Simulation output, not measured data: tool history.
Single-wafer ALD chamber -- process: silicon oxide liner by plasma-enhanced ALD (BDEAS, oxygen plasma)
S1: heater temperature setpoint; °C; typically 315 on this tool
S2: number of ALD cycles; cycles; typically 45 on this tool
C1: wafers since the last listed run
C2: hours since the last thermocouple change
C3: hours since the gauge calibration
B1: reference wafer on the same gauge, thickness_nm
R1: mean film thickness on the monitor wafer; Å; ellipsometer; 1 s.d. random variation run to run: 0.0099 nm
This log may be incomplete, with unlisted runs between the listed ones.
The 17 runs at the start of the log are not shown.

{"run": 18, "hour": 797.1, "S1": 322, "S2": 45, "C1": 519, "C2": 1398.2, "C3": 1062.7, "B1": 3.191, "R1": 39.65}
{"run": 19, "hour": 848.6, "S1": 323, "S2": 39, "C1": 451, "C2": 1449.7, "C3": 1114.2, "B1": 3.194, "R1": 34.31}
{"run": 20, "hour": 916.7, "S1": 315, "S2": 39, "C1": 596, "C2": 1517.8, "C3": 1182.3, "B1": 3.189, "R1": 34.43}
{"run": 21, "hour": 1116.1, "S1": 311, "S2": 48, "C1": 1747, "C2": 1717.2, "C3": 1381.7, "B1": 3.191, "R1": 42.55}
{"run": 22, "hour": 1149.2, "S1": 301, "S2": 52, "C1": 290, "C2": 1750.3, "C3": 1414.8, "B1": 3.188, "R1": 46.65}
{"run": 23, "hour": 1181.7, "S1": 302, "S2": 52, "C1": 284, "C2": 1782.8, "C3": 1447.3, "B1": 3.19, "R1": 46.69}
{"run": 24, "hour": 1233.7, "S1": 315, "S2": 51, "C1": 455, "C2": 1834.8, "C3": 1499.3, "B1": 3.187, "R1": 45.02}
{"run": 25, "hour": 1263.3, "S1": 324, "S2": 36, "C1": 259, "C2": 1864.4, "C3": 1528.9, "B1": 3.189, "R1": 31.53}
{"run": 26, "hour": 1325.7, "S1": 315, "S2": 45, "C1": 546, "C2": 1926.8, "C3": 1591.3, "B1": 3.191, "R1": 39.77}
{"hour": 1348.4, "done": "gauge calibrated"}
{"run": 27, "hour": 1380.4, "S1": 326, "S2": 51, "C1": 479, "C2": 1981.5, "C3": 32, "B1": 3.189, "R1": 44.41}
{"run": 28, "hour": 1411.8, "S1": 320, "S2": 52, "C1": 275, "C2": 2012.9, "C3": 63.4, "B1": 3.189, "R1": 45.9}
{"run": 29, "hour": 1438.6, "S1": 315, "S2": 51, "C1": 234, "C2": 2039.7, "C3": 90.2, "B1": 3.191, "R1": 44.98}
{"hour": 1463.2, "done": "thermocouple changed; heater temperature recalibrated"}
{"run": 30, "hour": 1504.3, "S1": 321, "S2": 52, "C1": 505, "C2": 41.1, "C3": 155.9, "B1": 3.189, "R1": 45.65}
{"run": 31, "hour": 1552.5, "S1": 324, "S2": 38, "C1": 422, "C2": 89.3, "C3": 204.1, "B1": 3.189, "R1": 33.33}
{"run": 32, "hour": 1700.4, "S1": 315, "S2": 45, "C1": 1296, "C2": 237.2, "C3": 352, "B1": 3.191, "R1": 39.57}
{"run": 33, "hour": 1740.5, "S1": 315, "S2": 37, "C1": 351, "C2": 277.3, "C3": 392.1, "B1": 3.191, "R1": 32.7}
{"run": 34, "hour": 1779.4, "S1": 315, "S2": 45, "C1": 340, "C2": 316.2, "C3": 431, "B1": 3.189, "R1": 39.74}
{"run": 35, "hour": 1826.3, "S1": 315, "S2": 49, "C1": 411, "C2": 363.1, "C3": 477.9, "B1": 3.191, "R1": 43.32}
{"run": 36, "hour": 1859.0, "S1": 307, "S2": 38, "C1": 286, "C2": 395.8, "C3": 510.6, "B1": 3.191, "R1": 33.93}

Consider 5 possible next runs. They are alternatives, not a sequence: every one starts from the tool as it was left by run 36. What does each give?
{"run": "A", "hour": 1859.5, "S1": 315, "S2": 45, "C1": 4, "C2": 396.3, "C3": 511.1, "B1": "?", "R1": "?"}
{"run": "B", "hour": 1859.5, "S1": 309, "S2": 42, "C1": 4, "C2": 396.3, "C3": 511.1, "B1": "?", "R1": "?"}
{"run": "C", "hour": 1859.5, "S1": 301, "S2": 54, "C1": 4, "C2": 396.3, "C3": 511.1, "B1": "?", "R1": "?"}
{"run": "D", "hour": 1859.5, "S1": 310, "S2": 36, "C1": 4, "C2": 396.3, "C3": 511.1, "B1": "?", "R1": "?"}
{"run": "E", "hour": 1859.5, "S1": 327, "S2": 45, "C1": 4, "C2": 396.3, "C3": 511.1, "B1": "?", "R1": "?"}

run=A B1=3.191 R1=39.78
run=B B1=3.191 R1=37.41
run=C B1=3.191 R1=48.57
run=D B1=3.191 R1=32.02
run=E B1=3.191 R1=39.18
The same runs, with their run-to-run variation unchanged, on a tool lacking any hidden condition would have given:
run=A R1=39.78
run=B R1=37.41
run=C R1=48.57
run=D R1=32.02
run=E R1=39.18

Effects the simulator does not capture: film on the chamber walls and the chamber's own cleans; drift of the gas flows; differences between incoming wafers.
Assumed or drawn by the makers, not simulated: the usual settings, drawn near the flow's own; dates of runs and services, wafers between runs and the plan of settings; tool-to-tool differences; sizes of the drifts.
